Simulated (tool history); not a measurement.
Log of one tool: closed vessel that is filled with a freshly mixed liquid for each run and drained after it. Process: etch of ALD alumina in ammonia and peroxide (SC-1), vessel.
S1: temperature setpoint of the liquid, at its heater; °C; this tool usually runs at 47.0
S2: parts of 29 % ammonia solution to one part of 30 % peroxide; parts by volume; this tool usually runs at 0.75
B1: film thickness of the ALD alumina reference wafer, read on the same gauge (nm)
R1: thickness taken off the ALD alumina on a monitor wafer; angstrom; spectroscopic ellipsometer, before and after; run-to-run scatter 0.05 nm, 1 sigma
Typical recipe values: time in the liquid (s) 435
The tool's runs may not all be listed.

Run 1, day 0.000: usual settings; B1 119.96. Result: R1 132.5 angstrom.
At day 0.488: new drum of ammonia solution connected.
Run 2, day 2.446: usual settings; B1 119.96. Result: R1 133.3 angstrom.
Run 3, day 6.667: usual settings but time in the liquid (s) 305; B1 119.95. Result: R1 93.1 angstrom.
Run 4, day 9.438: usual settings but time in the liquid (s) 305; B1 120.01. Result: R1 93.6 angstrom.
At day 11.146: gauge calibrated.
Run 5, day 12.196: usual settings; B1 119.99. Result: R1 132.5 angstrom.
Run 6, day 14.933: usual settings; B1 120.04. Result: R1 132.1 angstrom.
Run 7, day 18.104: usual settings; B1 120.07. Result: R1 131.4 angstrom.
Run 8, day 19.812: usual settings; B1 119.98. Result: R1 132.5 angstrom.
At day 20.862: new drum of ammonia solution connected.
Run 9, day 23.417: usual settings; B1 119.98. Result: R1 132.0 angstrom.
Run 10, day 27.662: usual settings; B1 119.98. Result: R1 131.6 angstrom.
Run 11, day 31.996: usual settings; B1 119.99. Result: R1 132.7 angstrom.
Run 12, day 35.538: usual settings but S1 40.5 °C; B1 120.03. Result: R1 90.2 angstrom.
Run 13, day 39.892: usual settings; B1 120.03. Result: R1 131.5 angstrom.
At day 40.158: new drum of ammonia solution connected.
Run 14, day 43.679: usual settings; B1 120.02. Result: R1 131.5 angstrom.
Run 15, day 46.521: usual settings but S2 0.60 parts by volume; B1 120.01. Result: R1 128.7 angstrom.
Run 16, day 50.129: usual settings but time in the liquid (s) 650; B1 119.97. Result: R1 195.5 angstrom.
Run 17, day 53.433: usual settings but time in the liquid (s) 630; B1 120.02. Result: R1 189.5 angstrom.
Run 18, day 55.558: usual settings but S2 0.85 parts by volume, time in the liquid (s) 230; B1 120.02. Result: R1 70.3 angstrom.
Run 19, day 57.104: usual settings but S1 39.5 °C, S2 1.05 parts by volume; B1 119.99. Result: R1 87.1 angstrom.
Run 20, day 59.675: usual settings but S1 42.0 °C; B1 120.00. Result: R1 98.3 angstrom.
Run 21, day 62.083: usual settings; B1 120.00. Result: R1 130.6 angstrom.
At day 62.712: new drum of ammonia solution connected.
At day 62.942: thermometer replaced.
Run 22, day 64.504: usual settings but S2 1.10 parts by volume; B1 120.00. Result: R1 138.7 angstrom.
At day 65.379: ammonia flow meter replaced.
Run 23, day 67.483: usual settings but S1 51.5 °C, time in the liquid (s) 320; B1 120.01. Result: R1 126.8 angstrom.
At day 68.250: gauge calibrated.
Run 24, day 70.917: usual settings but S2 1.05 parts by volume, time in the liquid (s) 235; B1 120.01. Result: R1 74.8 angstrom.
Run 25, day 73.054: usual settings but S1 50.5 °C, S2 0.55 parts by volume, time in the liquid (s) 180; B1 120.02. Result: R1 64.9 angstrom.
Run 26, day 75.862: usual settings but S1 53.0 °C, S2 0.65 parts by volume; B1 119.98. Result: R1 184.0 angstrom.
Run 27, day 79.729: usual settings; B1 119.98. Result: R1 134.0 angstrom.
Run 28, day 81.758: usual settings but S1 38.0 °C; B1 120.00. Result: R1 79.1 angstrom.
At day 85.075: new drum of ammonia solution connected.
Run 29, day 86.242: usual settings but S1 40.0 °C, S2 0.40 parts by volume, time in the liquid (s) 560; B1 120.03. Result: R1 108.3 angstrom.
Run 30, day 89.888: usual settings but S1 41.5 °C, S2 0.50 parts by volume; B1 120.01. Result: R1 93.7 angstrom.

Branching from run 30: 3 alternative next runs. What would each branch give?
Run A, day 89.921: usual settings but S2 0.65 parts by volume; B1 ?. Result: R1 ?.
Run B, day 89.921: usual settings but S1 41.0 °C, S2 0.50 parts by volume, time in the liquid (s) 505; B1 ?. Result: R1 ?.
Run C, day 89.921: usual settings but time in the liquid (s) 685; B1 ?. Result: R1 ?.

run      B1     R1
  A  120.00  131.9
  B  120.00  105.8
  C  120.00  210.5
Had the tool no hidden state, the same runs would have come out as:
run     R1
  A  132.8
  B  106.6
  C  212.0

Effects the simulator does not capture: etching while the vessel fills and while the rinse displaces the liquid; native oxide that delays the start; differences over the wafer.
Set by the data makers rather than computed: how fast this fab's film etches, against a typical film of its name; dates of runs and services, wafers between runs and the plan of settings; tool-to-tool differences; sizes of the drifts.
